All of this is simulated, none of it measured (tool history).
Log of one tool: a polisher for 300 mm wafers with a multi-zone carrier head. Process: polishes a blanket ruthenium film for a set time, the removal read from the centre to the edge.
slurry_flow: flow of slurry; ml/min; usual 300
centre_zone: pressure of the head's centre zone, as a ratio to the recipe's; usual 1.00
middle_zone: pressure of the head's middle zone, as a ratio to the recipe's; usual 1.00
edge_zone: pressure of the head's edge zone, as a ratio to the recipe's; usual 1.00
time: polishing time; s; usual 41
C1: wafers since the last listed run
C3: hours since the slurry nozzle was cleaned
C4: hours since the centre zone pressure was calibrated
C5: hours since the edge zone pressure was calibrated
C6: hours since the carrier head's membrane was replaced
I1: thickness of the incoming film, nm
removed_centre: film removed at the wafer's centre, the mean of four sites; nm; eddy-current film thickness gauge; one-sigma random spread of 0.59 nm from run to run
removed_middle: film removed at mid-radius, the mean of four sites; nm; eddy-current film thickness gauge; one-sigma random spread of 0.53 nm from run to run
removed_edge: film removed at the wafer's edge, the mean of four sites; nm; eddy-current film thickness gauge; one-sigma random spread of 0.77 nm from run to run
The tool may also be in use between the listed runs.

Run 1, hour 0.0: usual settings; C1 0; wafers polished on this pad 1597; C3 840.8; C4 889.2; C5 439.8; C6 1211.9; I1 275.1. Result: removed_centre 52.0 nm, removed_middle 50.6 nm, removed_edge 51.3 nm.
Run 2, hour 50.4: usual settings; C1 613; wafers polished on this pad 2211; C3 891.2; C4 939.6; C5 490.2; C6 1262.3; I1 277.1. Result: removed_centre 51.8 nm, removed_middle 49.1 nm, removed_edge 50.2 nm.
Run 3, hour 98.2: usual settings but slurry_flow 220 ml/min, middle_zone 1.04, edge_zone 0.89; C1 582; wafers polished on this pad 2793; C3 939.0; C4 987.4; C5 538.0; C6 1310.1; I1 278.9. Result: removed_centre 45.2 nm, removed_middle 45.9 nm, removed_edge 45.5 nm.
Run 4, hour 141.2: usual settings but slurry_flow 230 ml/min, middle_zone 0.89; C1 523; wafers polished on this pad 3317; C3 982.0; C4 1030.4; C5 581.0; C6 1353.1; I1 277.9. Result: removed_centre 43.8 nm, removed_middle 39.5 nm, removed_edge 47.4 nm.
At hour 164.6: slurry nozzle cleaned.
Run 5, hour 225.3: usual settings but centre_zone 1.05; C1 1012; wafers polished on this pad 4329; C3 60.7; C4 1114.5; C5 665.1; C6 1437.2; I1 283.3. Result: removed_centre 59.2 nm, removed_middle 54.3 nm, removed_edge 52.5 nm.
At hour 330.6: carrier head's membrane replaced by a new one.
Run 6, hour 332.6: usual settings but centre_zone 1.11, edge_zone 1.04; C1 1245; wafers polished on this pad 5575; C3 168.0; C4 1221.8; C5 772.4; C6 2.0; I1 281.0. Result: removed_centre 62.8 nm, removed_middle 53.2 nm, removed_edge 55.7 nm.
At hour 401.6: worn pad replaced by a new one.
Run 7, hour 413.4: usual settings but slurry_flow 330 ml/min, middle_zone 0.93, edge_zone 0.95; C1 935; wafers polished on this pad 143; C3 248.8; C4 1302.6; C5 853.2; C6 82.8; I1 280.9. Result: removed_centre 57.5 nm, removed_middle 51.5 nm, removed_edge 53.6 nm.
Run 8, hour 477.5: usual settings but centre_zone 0.91, middle_zone 0.96; C1 780; wafers polished on this pad 924; C3 312.9; C4 1366.7; C5 917.3; C6 146.9; I1 282.6. Result: removed_centre 52.3 nm, removed_middle 52.0 nm, removed_edge 54.0 nm.
At hour 488.6: centre zone pressure recalibrated.
Run 9, hour 514.2: usual settings but slurry_flow 230 ml/min, middle_zone 0.89; C1 422; wafers polished on this pad 1347; C3 349.6; C4 25.6; C5 954.0; C6 183.6; I1 282.4. Result: removed_centre 52.1 nm, removed_middle 46.4 nm, removed_edge 52.6 nm.
Run 10, hour 585.2: usual settings but slurry_flow 200 ml/min, centre_zone 0.90, edge_zone 1.07, time 30 s; C1 864; wafers polished on this pad 2211; C3 420.6; C4 96.6; C5 1025.0; C6 254.6; I1 278.0. Result: removed_centre 32.0 nm, removed_middle 36.2 nm, removed_edge 38.7 nm.
Run 11, hour 645.1: usual settings; C1 729; wafers polished on this pad 2941; C3 480.5; C4 156.5; C5 1084.9; C6 314.5; I1 281.1. Result: removed_centre 54.8 nm, removed_middle 53.9 nm, removed_edge 53.2 nm.
Run 12, hour 795.4: usual settings but centre_zone 1.11, edge_zone 1.04; C1 1830; wafers polished on this pad 4771; C3 630.8; C4 306.8; C5 1235.2; C6 464.8; I1 280.6. Result: removed_centre 59.0 nm, removed_middle 51.9 nm, removed_edge 53.6 nm.
Run 13, hour 859.6: usual settings but slurry_flow 335 ml/min, middle_zone 0.89, edge_zone 0.94, time 51 s; C1 781; wafers polished on this pad 5553; C3 695.0; C4 371.0; C5 1299.4; C6 529.0; I1 281.9. Result: removed_centre 66.0 nm, removed_middle 57.8 nm, removed_edge 64.3 nm.
At hour 874.2: edge zone pressure recalibrated.
Run 14, hour 908.9: usual settings but slurry_flow 355 ml/min, middle_zone 1.10; C1 576; wafers polished on this pad 6129; C3 744.3; C4 420.3; C5 34.7; C6 578.3; I1 284.1. Result: removed_centre 53.7 nm, removed_middle 57.2 nm, removed_edge 54.0 nm.
At hour 986.2: worn pad replaced by a new one.
At hour 1137.8: slurry nozzle cleaned.
Run 15, hour 1155.1: usual settings; C1 2937; wafers polished on this pad 2045; C3 17.3; C4 666.5; C5 280.9; C6 824.5; I1 281.3. Result: removed_centre 55.8 nm, removed_middle 55.1 nm, removed_edge 54.6 nm.
Run 16, hour 1238.8: usual settings but slurry_flow 245 ml/min, centre_zone 1.04, time 48 s; C1 1019; wafers polished on this pad 3064; C3 101.0; C4 750.2; C5 364.6; C6 908.2; I1 275.8. Result: removed_centre 65.0 nm, removed_middle 62.5 nm, removed_edge 62.4 nm.
Run 17, hour 1316.7: usual settings but time 37 s; C1 948; wafers polished on this pad 4013; C3 178.9; C4 828.1; C5 442.5; C6 986.1; I1 283.8. Result: removed_centre 51.4 nm, removed_middle 48.5 nm, removed_edge 50.4 nm.
Run 18, hour 1415.3: usual settings but centre_zone 0.97, time 27 s; C1 1200; wafers polished on this pad 5214; C3 277.5; C4 926.7; C5 541.1; C6 1084.7; I1 283.1. Result: removed_centre 36.2 nm, removed_middle 35.3 nm, removed_edge 36.0 nm.
Run 19, hour 1520.8: usual settings but middle_zone 1.08, edge_zone 1.05, time 54 s; C1 1284; wafers polished on this pad 6499; C3 383.0; C4 1032.2; C5 646.6; C6 1190.2; I1 278.3. Result: removed_centre 75.6 nm, removed_middle 74.8 nm, removed_edge 72.8 nm.
Run 20, hour 1578.3: usual settings; C1 700; wafers polished on this pad 7199; C3 440.5; C4 1089.7; C5 704.1; C6 1247.7; I1 283.6. Result: removed_centre 56.8 nm, removed_middle 53.1 nm, removed_edge 55.1 nm.
At hour 1632.7: worn pad replaced by a new one.
Run 21, hour 1650.3: usual settings but slurry_flow 205 ml/min, middle_zone 0.92; C1 828; wafers polished on this pad 213; C3 512.5; C4 1161.7; C5 776.1; C6 1319.7; I1 281.8. Result: removed_centre 52.0 nm, removed_middle 46.3 nm, removed_edge 52.0 nm.

Predict each of these 5 candidate next runs independently; none follows another, all start after run 21:
Run A, hour 1650.7: usual settings; C1 4; wafers polished on this pad 218; C3 512.9; C4 1162.1; C5 776.5; C6 1320.1; I1 279.1. Result: removed_centre ?, removed_middle ?, removed_edge ?.
Run B, hour 1650.7: usual settings but slurry_flow 365 ml/min, centre_zone 1.12, edge_zone 1.08; C1 4; wafers polished on this pad 218; C3 512.9; C4 1162.1; C5 776.5; C6 1320.1; I1 279.1. Result: removed_centre ?, removed_middle ?, removed_edge ?.
Run C, hour 1650.7: usual settings but slurry_flow 405 ml/min, centre_zone 0.92, middle_zone 0.95, edge_zone 0.96; C1 4; wafers polished on this pad 218; C3 512.9; C4 1162.1; C5 776.5; C6 1320.1; I1 279.1. Result: removed_centre ?, removed_middle ?, removed_edge ?.
Run D, hour 1650.7: usual settings but slurry_flow 215 ml/min, middle_zone 1.03, edge_zone 1.09, time 32 s; C1 4; wafers polished on this pad 218; C3 512.9; C4 1162.1; C5 776.5; C6 1320.1; I1 279.1. Result: removed_centre ?, removed_middle ?, removed_edge ?.
Run E, hour 1650.7: usual settings but middle_zone 0.95, edge_zone 1.11, time 34 s; C1 4; wafers polished on this pad 218; C3 512.9; C4 1162.1; C5 776.5; C6 1320.1; I1 279.1. Result: removed_centre ?, removed_middle ?, removed_edge ?.

run  removed_centre  removed_middle  removed_edge
  A            55.7            53.8          54.2
  B            64.0            55.0          57.3
  C            53.2            53.3          54.6
  D            41.0            40.8          42.4
  E            46.2            42.7          47.3
With no hidden state in the tool, these same runs would have given:
run  removed_centre  removed_middle  removed_edge
  A            54.3            55.0          55.1
  B            62.1            56.0          58.0
  C            51.4            54.1          55.3
  D            40.4            42.1          43.4
  E            45.0            43.6          48.1

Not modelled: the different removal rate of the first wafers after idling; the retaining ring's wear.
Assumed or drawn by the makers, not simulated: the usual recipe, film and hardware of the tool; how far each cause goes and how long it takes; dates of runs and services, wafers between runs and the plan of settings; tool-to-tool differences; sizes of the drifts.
